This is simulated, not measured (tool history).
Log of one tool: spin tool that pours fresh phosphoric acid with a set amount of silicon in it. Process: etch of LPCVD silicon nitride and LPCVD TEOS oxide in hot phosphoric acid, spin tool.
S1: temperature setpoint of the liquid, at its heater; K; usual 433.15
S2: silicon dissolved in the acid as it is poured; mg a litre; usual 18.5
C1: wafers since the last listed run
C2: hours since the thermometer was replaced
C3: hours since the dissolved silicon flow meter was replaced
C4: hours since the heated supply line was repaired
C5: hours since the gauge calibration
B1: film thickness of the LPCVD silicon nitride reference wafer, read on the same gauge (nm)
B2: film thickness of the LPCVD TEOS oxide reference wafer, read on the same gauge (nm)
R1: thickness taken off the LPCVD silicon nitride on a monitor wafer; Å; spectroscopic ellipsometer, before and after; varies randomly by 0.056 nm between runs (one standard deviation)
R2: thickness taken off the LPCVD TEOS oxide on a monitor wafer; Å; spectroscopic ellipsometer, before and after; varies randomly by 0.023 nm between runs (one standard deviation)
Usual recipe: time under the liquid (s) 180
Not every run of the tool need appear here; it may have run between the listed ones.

Run 1, hour 0.0: usual settings; C1 0; C2 149.1; C3 466.7; C4 1338.7; C5 1620.8; B1 50.02; B2 69.961. Result: R1 158.9 Å, R2 4.42 Å.
Run 2, hour 59.5: usual settings; C1 377; C2 208.6; C3 526.2; C4 1398.2; C5 1680.3; B1 50.01; B2 69.983. Result: R1 158.7 Å, R2 4.83 Å.
Run 3, hour 112.6: usual settings; C1 336; C2 261.7; C3 579.3; C4 1451.3; C5 1733.4; B1 50.05; B2 69.996. Result: R1 158.0 Å, R2 4.79 Å.
At hour 121.3: dissolved silicon flow meter replaced.
Run 4, hour 137.1: usual settings but S1 432.15 K, S2 5.0 mg a litre, time under the liquid (s) 110; C1 149; C2 286.2; C3 15.8; C4 1475.8; C5 1757.9; B1 49.97; B2 69.999. Result: R1 94.0 Å, R2 3.52 Å.
At hour 146.4: gauge calibrated.
Run 5, hour 187.9: usual settings but S1 434.15 K, time under the liquid (s) 250; C1 322; C2 337.0; C3 66.6; C4 1526.6; C5 41.5; B1 50.01; B2 69.994. Result: R1 227.9 Å, R2 7.29 Å.
Run 6, hour 219.6: usual settings but S1 431.65 K, S2 27.0 mg a litre, time under the liquid (s) 270; C1 201; C2 368.7; C3 98.3; C4 1558.3; C5 73.2; B1 50.02; B2 70.012. Result: R1 226.2 Å, R2 4.70 Å.
Run 7, hour 287.1: usual settings but S1 431.15 K; C1 428; C2 436.2; C3 165.8; C4 1625.8; C5 140.7; B1 50.02; B2 70.007. Result: R1 147.7 Å, R2 4.02 Å.
Run 8, hour 325.5: usual settings; C1 243; C2 474.6; C3 204.2; C4 1664.2; C5 179.1; B1 50.01; B2 69.994. Result: R1 158.5 Å, R2 5.06 Å.
Run 9, hour 361.4: usual settings but S1 431.65 K, S2 9.0 mg a litre, time under the liquid (s) 115; C1 227; C2 510.5; C3 240.1; C4 1700.1; C5 215.0; B1 50.01; B2 69.999. Result: R1 96.1 Å, R2 3.40 Å.
Run 10, hour 411.2: usual settings; C1 316; C2 560.3; C3 289.9; C4 1749.9; C5 264.8; B1 50.00; B2 69.997. Result: R1 158.4 Å, R2 4.28 Å.
Run 11, hour 465.2: usual settings but S2 24.5 mg a litre; C1 342; C2 614.3; C3 343.9; C4 1803.9; C5 318.8; B1 50.04; B2 69.985. Result: R1 157.9 Å, R2 4.05 Å.
At hour 508.5: heated supply line repaired.
Run 12, hour 511.6: usual settings but S1 436.15 K, S2 4.5 mg a litre, time under the liquid (s) 95; C1 288; C2 660.7; C3 390.3; C4 3.1; C5 365.2; B1 49.99; B2 69.998. Result: R1 92.4 Å, R2 4.28 Å.
Run 13, hour 558.1: usual settings; C1 295; C2 707.2; C3 436.8; C4 49.6; C5 411.7; B1 49.99; B2 70.031. Result: R1 158.1 Å, R2 4.84 Å.
At hour 597.0: dissolved silicon flow meter replaced.
Run 14, hour 607.6: usual settings but S1 431.65 K, S2 8.0 mg a litre, time under the liquid (s) 240; C1 307; C2 756.7; C3 10.6; C4 99.1; C5 461.2; B1 49.98; B2 69.989. Result: R1 201.2 Å, R2 7.63 Å.
Run 15, hour 631.9: usual settings but S1 434.65 K, S2 25.5 mg a litre; C1 154; C2 781.0; C3 34.9; C4 123.4; C5 485.5; B1 49.98; B2 69.979. Result: R1 166.5 Å, R2 4.30 Å.
Run 16, hour 676.0: usual settings; C1 279; C2 825.1; C3 79.0; C4 167.5; C5 529.6; B1 50.04; B2 69.985. Result: R1 158.4 Å, R2 4.47 Å.
Run 17, hour 737.0: usual settings but S1 435.15 K, S2 28.5 mg a litre, time under the liquid (s) 80; C1 387; C2 886.1; C3 140.0; C4 228.5; C5 590.6; B1 50.00; B2 69.996. Result: R1 75.2 Å, R2 1.79 Å.
Run 18, hour 773.1: usual settings but time under the liquid (s) 250; C1 229; C2 922.2; C3 176.1; C4 264.6; C5 626.7; B1 49.97; B2 69.992. Result: R1 220.0 Å, R2 6.20 Å.
Run 19, hour 813.9: usual settings but time under the liquid (s) 100; C1 258; C2 963.0; C3 216.9; C4 305.4; C5 667.5; B1 50.00; B2 70.017. Result: R1 87.9 Å, R2 2.92 Å.
Run 20, hour 878.0: usual settings but S1 434.65 K, S2 25.5 mg a litre; C1 406; C2 1027.1; C3 281.0; C4 369.5; C5 731.6; B1 50.04; B2 69.990. Result: R1 168.1 Å, R2 4.21 Å.
Run 21, hour 948.0: usual settings but S2 33.5 mg a litre, time under the liquid (s) 240; C1 444; C2 1097.1; C3 351.0; C4 439.5; C5 801.6; B1 49.99; B2 70.000. Result: R1 210.6 Å, R2 3.79 Å.
Run 22, hour 1019.3: usual settings but S1 431.15 K, S2 3.5 mg a litre, time under the liquid (s) 280; C1 452; C2 1168.4; C3 422.3; C4 510.8; C5 872.9; B1 50.01; B2 70.003. Result: R1 230.6 Å, R2 9.10 Å.

Below are 4 alternative next runs, each starting from the tool's condition after run 22. Predict each:
Run A, hour 1019.8: usual settings; C1 3; C2 1168.9; C3 422.8; C4 511.3; C5 873.4; B1 ?; B2 ?. Result: R1 ?, R2 ?.
Run B, hour 1019.8: usual settings but time under the liquid (s) 105; C1 3; C2 1168.9; C3 422.8; C4 511.3; C5 873.4; B1 ?; B2 ?. Result: R1 ?, R2 ?.
Run C, hour 1019.8: usual settings but S1 434.65 K, S2 4.0 mg a litre, time under the liquid (s) 280; C1 3; C2 1168.9; C3 422.8; C4 511.3; C5 873.4; B1 ?; B2 ?. Result: R1 ?, R2 ?.
Run D, hour 1019.8: usual settings but S1 430.65 K, S2 11.5 mg a litre, time under the liquid (s) 130; C1 3; C2 1168.9; C3 422.8; C4 511.3; C5 873.4; B1 ?; B2 ?. Result: R1 ?, R2 ?.

run     B1      B2     R1     R2
  A  49.98  69.988  157.9   4.41
  B  49.98  69.988   92.1   2.57
  C  49.98  69.988  258.3  10.71
  D  49.98  69.988  104.8   3.15
The same runs, with their run-to-run variation unchanged, on a tool lacking any hidden condition would have given:
run     R1     R2
  A  157.9   4.41
  B   92.1   2.57
  C  258.3  10.71
  D  104.8   3.15

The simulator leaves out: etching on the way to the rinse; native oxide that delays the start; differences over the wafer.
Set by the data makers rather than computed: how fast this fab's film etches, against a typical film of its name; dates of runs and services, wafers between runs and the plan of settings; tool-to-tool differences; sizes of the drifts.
